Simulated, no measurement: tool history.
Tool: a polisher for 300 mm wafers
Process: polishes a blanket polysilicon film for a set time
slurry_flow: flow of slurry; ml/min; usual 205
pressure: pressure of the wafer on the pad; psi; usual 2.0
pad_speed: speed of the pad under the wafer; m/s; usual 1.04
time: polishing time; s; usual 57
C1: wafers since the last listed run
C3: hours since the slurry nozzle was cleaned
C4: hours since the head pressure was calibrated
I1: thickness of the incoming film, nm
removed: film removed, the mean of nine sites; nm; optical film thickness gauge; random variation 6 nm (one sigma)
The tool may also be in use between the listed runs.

run 1 hour=0.0 | slurry_flow=205 pressure=2.0 pad_speed=1.04 time=57 | C1=0 wafers_polished_on_this_pad=11707 C3=610.6 C4=429.0 | I1=1149.2 | removed=364.5
-- hour=75.9 worn pad replaced by a new one
run 2 hour=95.7 | slurry_flow=205 pressure=2.0 pad_speed=1.04 time=57 | C1=1393 wafers_polished_on_this_pad=301 C3=706.3 C4=524.7 | I1=1145.0 | removed=392.9
run 3 hour=149.9 | slurry_flow=205 pressure=2.0 pad_speed=1.04 time=57 | C1=823 wafers_polished_on_this_pad=1125 C3=760.5 C4=578.9 | I1=1130.7 | removed=397.5
run 4 hour=227.1 | slurry_flow=205 pressure=2.0 pad_speed=1.04 time=57 | C1=1173 wafers_polished_on_this_pad=2298 C3=837.7 C4=656.1 | I1=1149.0 | removed=413.9
-- hour=265.1 slurry nozzle cleaned
-- hour=296.5 head pressure recalibrated
run 5 hour=314.5 | slurry_flow=205 pressure=2.0 pad_speed=1.04 time=57 | C1=1282 wafers_polished_on_this_pad=3580 C3=49.4 C4=18.0 | I1=1162.2 | removed=396.0
run 6 hour=390.4 | slurry_flow=205 pressure=2.0 pad_speed=1.04 time=57 | C1=1153 wafers_polished_on_this_pad=4733 C3=125.3 C4=93.9 | I1=1148.0 | removed=401.8
run 7 hour=491.0 | slurry_flow=205 pressure=2.0 pad_speed=1.04 time=57 | C1=1528 wafers_polished_on_this_pad=6262 C3=225.9 C4=194.5 | I1=1130.6 | removed=387.5
run 8 hour=618.1 | slurry_flow=205 pressure=2.0 pad_speed=1.04 time=57 | C1=1931 wafers_polished_on_this_pad=8193 C3=353.0 C4=321.6 | I1=1136.3 | removed=388.4
run 9 hour=669.1 | slurry_flow=205 pressure=2.0 pad_speed=1.04 time=57 | C1=774 wafers_polished_on_this_pad=8968 C3=404.0 C4=372.6 | I1=1149.8 | removed=378.0
run 10 hour=721.0 | slurry_flow=205 pressure=2.0 pad_speed=1.04 time=57 | C1=788 wafers_polished_on_this_pad=9757 C3=455.9 C4=424.5 | I1=1153.1 | removed=365.9
run 11 hour=806.2 | slurry_flow=205 pressure=2.0 pad_speed=1.04 time=57 | C1=1294 wafers_polished_on_this_pad=11052 C3=541.1 C4=509.7 | I1=1134.4 | removed=372.4
run 12 hour=899.3 | slurry_flow=205 pressure=2.0 pad_speed=1.26 time=57 | C1=1414 wafers_polished_on_this_pad=12466 C3=634.2 C4=602.8 | I1=1145.8 | removed=425.8
-- hour=943.8 worn pad replaced by a new one
run 13 hour=987.7 | slurry_flow=205 pressure=2.0 pad_speed=1.04 time=57 | C1=1282 wafers_polished_on_this_pad=666 C3=722.6 C4=691.2 | I1=1158.0 | removed=397.1
-- hour=1016.2 head pressure recalibrated
run 14 hour=1077.5 | slurry_flow=180 pressure=2.0 pad_speed=1.04 time=76 | C1=1334 wafers_polished_on_this_pad=2001 C3=812.4 C4=61.3 | I1=1135.3 | removed=538.7
-- hour=1104.9 slurry nozzle cleaned
run 15 hour=1124.4 | slurry_flow=205 pressure=2.3 pad_speed=0.74 time=57 | C1=697 wafers_polished_on_this_pad=2698 C3=19.5 C4=108.2 | I1=1149.7 | removed=328.7
run 16 hour=1163.2 | slurry_flow=185 pressure=2.4 pad_speed=1.04 time=42 | C1=589 wafers_polished_on_this_pad=3288 C3=58.3 C4=147.0 | I1=1157.2 | removed=349.3
run 17 hour=1221.0 | slurry_flow=150 pressure=2.0 pad_speed=0.72 time=46 | C1=878 wafers_polished_on_this_pad=4166 C3=116.1 C4=204.8 | I1=1130.5 | removed=215.6
run 18 hour=1283.0 | slurry_flow=205 pressure=2.0 pad_speed=1.04 time=57 | C1=942 wafers_polished_on_this_pad=5108 C3=178.1 C4=266.8 | I1=1146.0 | removed=394.6
run 19 hour=1361.3 | slurry_flow=260 pressure=1.4 pad_speed=1.38 time=52 | C1=1189 wafers_polished_on_this_pad=6298 C3=256.4 C4=345.1 | I1=1159.8 | removed=343.4
run 20 hour=1468.6 | slurry_flow=205 pressure=2.0 pad_speed=1.04 time=57 | C1=1630 wafers_polished_on_this_pad=7928 C3=363.7 C4=452.4 | I1=1157.5 | removed=383.4
run 21 hour=1523.1 | slurry_flow=205 pressure=2.0 pad_speed=1.04 time=57 | C1=828 wafers_polished_on_this_pad=8756 C3=418.2 C4=506.9 | I1=1159.6 | removed=379.7
run 22 hour=1583.7 | slurry_flow=205 pressure=1.5 pad_speed=1.04 time=41 | C1=920 wafers_polished_on_this_pad=9677 C3=478.8 C4=567.5 | I1=1150.9 | removed=196.6
run 23 hour=1688.9 | slurry_flow=205 pressure=2.3 pad_speed=0.74 time=57 | C1=1598 wafers_polished_on_this_pad=11276 C3=584.0 C4=672.7 | I1=1148.7 | removed=307.9
run 24 hour=1771.1 | slurry_flow=245 pressure=1.5 pad_speed=1.36 time=67 | C1=1249 wafers_polished_on_this_pad=12525 C3=666.2 C4=754.9 | I1=1144.8 | removed=421.2
run 25 hour=1822.9 | slurry_flow=265 pressure=2.3 pad_speed=0.86 time=57 | C1=787 wafers_polished_on_this_pad=13312 C3=718.0 C4=806.7 | I1=1165.3 | removed=345.6
-- hour=1833.5 head pressure recalibrated
-- hour=1860.0 worn pad replaced by a new one
run 26 hour=1927.5 | slurry_flow=205 pressure=2.0 pad_speed=1.04 time=57 | C1=1498 wafers_polished_on_this_pad=1026 C3=822.6 C4=94.0 | I1=1137.3 | removed=397.5
run 27 hour=2009.2 | slurry_flow=225 pressure=1.7 pad_speed=1.04 time=57 | C1=1241 wafers_polished_on_this_pad=2267 C3=904.3 C4=175.7 | I1=1128.8 | removed=355.2
-- hour=2016.2 slurry nozzle cleaned
run 28 hour=2082.4 | slurry_flow=250 pressure=2.0 pad_speed=0.70 time=57 | C1=1097 wafers_polished_on_this_pad=3364 C3=66.2 C4=248.9 | I1=1130.0 | removed=276.0
run 29 hour=2336.2 | slurry_flow=205 pressure=2.3 pad_speed=1.04 time=57 | C1=3856 wafers_polished_on_this_pad=7221 C3=320.0 C4=502.7 | I1=1147.4 | removed=455.5
run 30 hour=2413.6 | slurry_flow=205 pressure=2.0 pad_speed=1.04 time=57 | C1=1176 wafers_polished_on_this_pad=8397 C3=397.4 C4=580.1 | I1=1143.0 | removed=387.7
run 31 hour=2519.6 | slurry_flow=205 pressure=2.5 pad_speed=1.04 time=47 | C1=1610 wafers_polished_on_this_pad=10008 C3=503.4 C4=686.1 | I1=1148.9 | removed=381.6
-- hour=2556.5 worn pad replaced by a new one
run 32 hour=2572.4 | slurry_flow=245 pressure=2.7 pad_speed=1.04 time=57 | C1=741 wafers_polished_on_this_pad=241 C3=556.2 C4=738.9 | I1=1143.0 | removed=566.7
-- hour=2593.7 head pressure recalibrated
run 33 hour=2652.7 | slurry_flow=205 pressure=2.4 pad_speed=1.04 time=47 | C1=1189 wafers_polished_on_this_pad=1431 C3=636.5 C4=59.0 | I1=1146.6 | removed=406.5
run 34 hour=2746.9 | slurry_flow=205 pressure=2.0 pad_speed=1.40 time=57 | C1=1431 wafers_polished_on_this_pad=2862 C3=730.7 C4=153.2 | I1=1128.0 | removed=542.5
run 35 hour=2805.7 | slurry_flow=205 pressure=2.0 pad_speed=1.04 time=57 | C1=893 wafers_polished_on_this_pad=3756 C3=789.5 C4=212.0 | I1=1166.3 | removed=401.6
-- hour=2833.1 slurry nozzle cleaned
run 36 hour=2869.9 | slurry_flow=255 pressure=2.0 pad_speed=1.04 time=50 | C1=960 wafers_polished_on_this_pad=4716 C3=36.8 C4=276.2 | I1=1147.6 | removed=361.4

5 ways to go on from here, each from the tool as it stands after run 36. What would each give?
run A hour=2870.3 | slurry_flow=205 pressure=2.0 pad_speed=1.04 time=57 | C1=6 wafers_polished_on_this_pad=4722 C3=37.2 C4=276.6 | I1=1166.3 | removed=?
run B hour=2870.3 | slurry_flow=135 pressure=2.0 pad_speed=1.36 time=57 | C1=6 wafers_polished_on_this_pad=4722 C3=37.2 C4=276.6 | I1=1166.3 | removed=?
run C hour=2870.3 | slurry_flow=240 pressure=2.0 pad_speed=1.04 time=68 | C1=6 wafers_polished_on_this_pad=4722 C3=37.2 C4=276.6 | I1=1166.3 | removed=?
run D hour=2870.3 | slurry_flow=205 pressure=2.0 pad_speed=1.04 time=40 | C1=6 wafers_polished_on_this_pad=4722 C3=37.2 C4=276.6 | I1=1166.3 | removed=?
run E hour=2870.3 | slurry_flow=135 pressure=2.0 pad_speed=0.70 time=72 | C1=6 wafers_polished_on_this_pad=4722 C3=37.2 C4=276.6 | I1=1166.3 | removed=?

run=A removed=402.1
run=B removed=487.6
run=C removed=489.5
run=D removed=282.2
run=E removed=317.0
Without the tool's hidden state the same runs would have given:
run=A removed=409.6
run=B removed=496.7
run=C removed=498.7
run=D removed=287.5
run=E removed=322.9

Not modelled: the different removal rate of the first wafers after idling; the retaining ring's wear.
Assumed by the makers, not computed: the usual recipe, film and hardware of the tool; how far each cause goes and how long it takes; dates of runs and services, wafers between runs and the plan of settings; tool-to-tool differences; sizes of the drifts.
